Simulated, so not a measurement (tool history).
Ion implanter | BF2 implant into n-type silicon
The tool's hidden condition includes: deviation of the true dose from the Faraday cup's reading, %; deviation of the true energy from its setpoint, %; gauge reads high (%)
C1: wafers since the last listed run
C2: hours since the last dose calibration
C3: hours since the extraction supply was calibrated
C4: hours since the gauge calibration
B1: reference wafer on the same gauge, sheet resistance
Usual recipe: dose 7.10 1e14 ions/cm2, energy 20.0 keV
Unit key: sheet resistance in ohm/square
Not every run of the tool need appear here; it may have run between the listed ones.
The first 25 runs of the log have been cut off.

At day 52.908: gauge calibrated.
At day 52.967: Faraday cup replaced and dose calibrated.
Run 26, day 52.988: usual settings; C1 241; C2 0.5; C3 201.7; C4 1.9; B1 265.89. Result: sheet resistance 232.85 ohm/square.
Run 27, day 55.600: usual settings; C1 808; C2 63.2; C3 264.4; C4 64.6; B1 265.97. Result: sheet resistance 233.85 ohm/square.
Run 28, day 56.783: usual settings but dose 8.00 1e14 ions/cm2, energy 13.5 keV; C1 366; C2 91.6; C3 292.8; C4 93.0; B1 266.08. Result: sheet resistance 271.09 ohm/square.
Run 29, day 58.079: usual settings but dose 5.48 1e14 ions/cm2, energy 25.0 keV; C1 400; C2 122.7; C3 323.9; C4 124.1; B1 265.70. Result: sheet resistance 241.26 ohm/square.
Run 30, day 59.692: usual settings; C1 498; C2 161.4; C3 362.6; C4 162.8; B1 265.99. Result: sheet resistance 232.71 ohm/square.
Run 31, day 61.296: usual settings but dose 8.93 1e14 ions/cm2, energy 13.5 keV; C1 496; C2 199.9; C3 401.1; C4 201.3; B1 266.04. Result: sheet resistance 264.48 ohm/square.
Run 32, day 63.942: usual settings but dose 5.35 1e14 ions/cm2; C1 818; C2 263.4; C3 464.6; C4 264.8; B1 266.22. Result: sheet resistance 262.53 ohm/square.
Run 33, day 66.533: usual settings but dose 7.99 1e14 ions/cm2, energy 22.5 keV; C1 801; C2 325.6; C3 526.8; C4 327.0; B1 265.88. Result: sheet resistance 212.01 ohm/square.
Run 34, day 68.329: usual settings but dose 6.55 1e14 ions/cm2, energy 13.0 keV; C1 555; C2 368.7; C3 569.9; C4 370.1; B1 266.07. Result: sheet resistance 291.43 ohm/square.
Run 35, day 70.842: usual settings but dose 5.27 1e14 ions/cm2, energy 26.5 keV; C1 777; C2 429.0; C3 630.2; C4 430.4; B1 265.99. Result: sheet resistance 242.98 ohm/square.
Run 36, day 72.042: usual settings but dose 8.48 1e14 ions/cm2, energy 15.0 keV; C1 371; C2 457.8; C3 659.0; C4 459.2; B1 266.02. Result: sheet resistance 254.93 ohm/square.

Consider 5 possible next runs. They are alternatives, not a sequence: every one starts from the tool as it was left by run 36. What does each give?
Run A, day 72.058: usual settings; C1 5; C2 458.2; C3 659.4; C4 459.6; B1 ?. Result: sheet resistance ?.
Run B, day 72.058: usual settings but dose 8.10 1e14 ions/cm2, energy 15.0 keV; C1 5; C2 458.2; C3 659.4; C4 459.6; B1 ?. Result: sheet resistance ?.
Run C, day 72.058: usual settings but dose 7.64 1e14 ions/cm2, energy 23.0 keV; C1 5; C2 458.2; C3 659.4; C4 459.6; B1 ?. Result: sheet resistance ?.
Run D, day 72.058: usual settings but energy 25.5 keV; C1 5; C2 458.2; C3 659.4; C4 459.6; B1 ?. Result: sheet resistance ?.
Run E, day 72.058: usual settings but dose 8.70 1e14 ions/cm2, energy 13.5 keV; C1 5; C2 458.2; C3 659.4; C4 459.6; B1 ?. Result: sheet resistance ?.

run      B1  sheet resistance
  A  265.96            234.35
  B  265.96            259.42
  C  265.96            214.15
  D  265.96            210.52
  E  265.96            269.04
The same runs, with their run-to-run variation unchanged, on a tool lacking any hidden condition would have given:
run  sheet resistance
  A            234.84
  B            259.77
  C            214.61
  D            211.08
  E            269.36
